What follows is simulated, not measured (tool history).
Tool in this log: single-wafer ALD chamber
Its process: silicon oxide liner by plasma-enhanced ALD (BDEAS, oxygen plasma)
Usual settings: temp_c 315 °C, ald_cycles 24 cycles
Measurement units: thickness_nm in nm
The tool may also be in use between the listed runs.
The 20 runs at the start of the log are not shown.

run	hour	temp_c	ald_cycles	wafers since the last listed run	hours since the last thermocouple change	hours since the gauge calibration	read-back reference wafer on the same gauge, thickness_nm	thickness_nm
21	319.2	315	24	106	126.5	510.8	2.301	2.108
22	334.1	320	21	204	141.4	525.7	2.302	1.835
23	351.3	315	21	235	158.6	542.9	2.297	1.848
# hour 359.3: gauge calibrated
24	362	304	23	146	169.3	2.7	2.355	2.099
25	376.9	315	24	204	184.2	17.6	2.354	2.164
26	394.4	315	24	240	201.7	35.1	2.353	2.15
27	403.5	315	24	124	210.8	44.2	2.351	2.15
28	416.8	319	22	182	224.1	57.5	2.347	1.96
29	433.6	329	24	230	240.9	74.3	2.347	2.106
30	451.1	315	22	240	258.4	91.8	2.345	1.968
31	466.3	327	24	208	273.6	107	2.345	2.12
32	499.6	302	27	456	306.9	140.3	2.34	2.446
33	517.6	315	27	246	324.9	158.3	2.338	2.419
34	531.3	315	24	187	338.6	172	2.339	2.149
35	543.1	300	24	161	350.4	183.8	2.335	2.176
36	554.2	306	27	152	361.5	194.9	2.334	2.432
37	571.1	319	20	231	378.4	211.8	2.335	1.773

Predict each of these 3 candidate next runs independently; none follows another, all start after run 37:
A	571.5	315	24	5	378.8	212.2	?	?
B	571.5	304	21	5	378.8	212.2	?	?
C	571.5	325	29	5	378.8	212.2	?	?

run	read-back reference wafer on the same gauge, thickness_nm	thickness_nm
A	2.334	2.136
B	2.334	1.895
C	2.334	2.549
Take away the tool's hidden state, keep each run's random variation, and the runs would have read:
run	thickness_nm
A	2.151
B	1.908
C	2.566

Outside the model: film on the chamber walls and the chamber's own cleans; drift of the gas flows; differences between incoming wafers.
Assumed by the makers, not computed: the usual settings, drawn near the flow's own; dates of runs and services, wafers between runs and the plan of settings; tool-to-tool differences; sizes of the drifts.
